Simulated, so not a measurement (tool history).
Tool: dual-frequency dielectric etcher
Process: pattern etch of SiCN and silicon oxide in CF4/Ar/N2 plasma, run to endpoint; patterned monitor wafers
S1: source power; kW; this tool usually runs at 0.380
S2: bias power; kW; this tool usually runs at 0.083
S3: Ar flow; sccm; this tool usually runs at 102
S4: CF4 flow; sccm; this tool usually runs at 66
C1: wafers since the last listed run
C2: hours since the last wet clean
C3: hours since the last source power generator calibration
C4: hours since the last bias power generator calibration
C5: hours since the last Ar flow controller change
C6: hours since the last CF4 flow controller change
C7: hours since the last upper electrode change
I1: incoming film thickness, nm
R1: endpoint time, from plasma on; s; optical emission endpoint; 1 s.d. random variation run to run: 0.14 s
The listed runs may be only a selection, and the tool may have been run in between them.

run    hour     S1     S2   S3  S4    C1     C2      C3      C4      C5      C6      C7     I1    R1
  1     0.0  0.380  0.083  102  66     0   42.0  2420.6  2942.2   723.5  2074.2    73.5  16.46  18.7
  2    68.8  0.380  0.083  102  66  1071  110.8  2489.4  3011.0   792.3  2143.0   142.3  16.67  19.0
  3   170.4  0.450  0.099  102  66  1581  212.4  2591.0  3112.6   893.9  2244.6   243.9  16.73  14.7
  4   251.8  0.380  0.075  102  58  1267  293.8  2672.4  3194.0   975.3  2326.0   325.3  16.56  20.1
  5   325.0  0.380  0.083  102  62  1139  367.0  2745.6  3267.2  1048.5  2399.2   398.5  16.43  18.8
      366.9  -- bias power generator calibrated
  6   378.5  0.380  0.083  102  66   770  420.5  2799.1    11.6  1102.0  2452.7   452.0  16.49  18.6
      419.1  -- CF4 flow controller replaced
  7   421.1  0.380  0.094  102  66   569  463.1  2841.7    54.2  1144.6     2.0   494.6  16.43  17.6
  8   495.5  0.380  0.083  102  66  1158  537.5  2916.1   128.6  1219.0    76.4   569.0  16.40  18.5
  9   551.0  0.380  0.083  102  66   863  593.0  2971.6   184.1  1274.5   131.9   624.5  16.42  18.4
      619.6  -- source power generator calibrated
 10   655.5  0.480  0.065   83  77  1564  697.5    35.9   288.6  1379.0   236.4   729.0  16.50  16.0
      698.7  -- wet clean of the chamber
 11   726.3  0.380  0.098   84  66   728   27.6   106.7   359.4  1449.8   307.2   799.8  16.57  18.0
 12   845.2  0.380  0.083  102  77  1850  146.5   225.6   478.3  1568.7   426.1   918.7  16.45  19.2
 13   937.0  0.380  0.083  102  50  1429  238.3   317.4   570.1  1660.5   517.9  1010.5  16.46  20.4
 14  1006.5  0.480  0.083  102  66  1081  307.8   386.9   639.6  1730.0   587.4  1080.0  16.29  15.1
 15  1242.2  0.380  0.083  102  66  3669  543.5   622.6   875.3  1965.7   823.1  1315.7  16.58  19.6
 16  1331.8  0.350  0.102  102  56  1394  633.1   712.2   964.9  2055.3   912.7  1405.3  16.48  20.4
 17  1385.1  0.380  0.083  102  66   829  686.4   765.5  1018.2  2108.6   966.0  1458.6  16.59  19.7
     1501.5  -- wet clean of the chamber
 18  1502.0  0.380  0.083  102  66  1446    0.5   882.4  1135.1  2225.5  1082.9  1575.5  16.48  19.4
 19  1541.6  0.330  0.065  102  66   616   40.1   922.0  1174.7  2265.1  1122.5  1615.1  16.48  25.4
 20  1624.6  0.290  0.083  102  66  1292  123.1  1005.0  1257.7  2348.1  1205.5  1698.1  16.58  26.9
 21  1660.9  0.380  0.083  126  66   565  159.4  1041.3  1294.0  2384.4  1241.8  1734.4  16.47  19.9
     1717.3  -- Ar flow controller replaced
 22  1719.0  0.470  0.089  123  66   811  217.5  1099.4  1352.1     1.7  1299.9  1792.5  16.48  15.3
 23  1770.4  0.460  0.068  102  66   800  268.9  1150.8  1403.5    53.1  1351.3  1843.9  16.45  17.0
 24  1822.1  0.380  0.083  102  66   804  320.6  1202.5  1455.2   104.8  1403.0  1895.6  16.68  19.7

Here are 4 independent what-if runs from the current tool condition. What would each one return?
  A  1822.5  0.380  0.083  102  66   6  321.0  1202.9  1455.6  105.2  1403.4  1896.0  16.43   ?
  B  1822.5  0.380  0.083  102  52   6  321.0  1202.9  1455.6  105.2  1403.4  1896.0  16.43   ?
  C  1822.5  0.340  0.076  102  58   6  321.0  1202.9  1455.6  105.2  1403.4  1896.0  16.43   ?
  D  1822.5  0.340  0.091  102  66   6  321.0  1202.9  1455.6  105.2  1403.4  1896.0  16.43   ?

run    R1
  A  19.3
  B  20.1
  C  23.2
  D  21.1
The same runs, with their run-to-run variation unchanged, on a tool lacking any hidden condition would have given:
run    R1
  A  19.5
  B  20.3
  C  23.5
  D  21.3
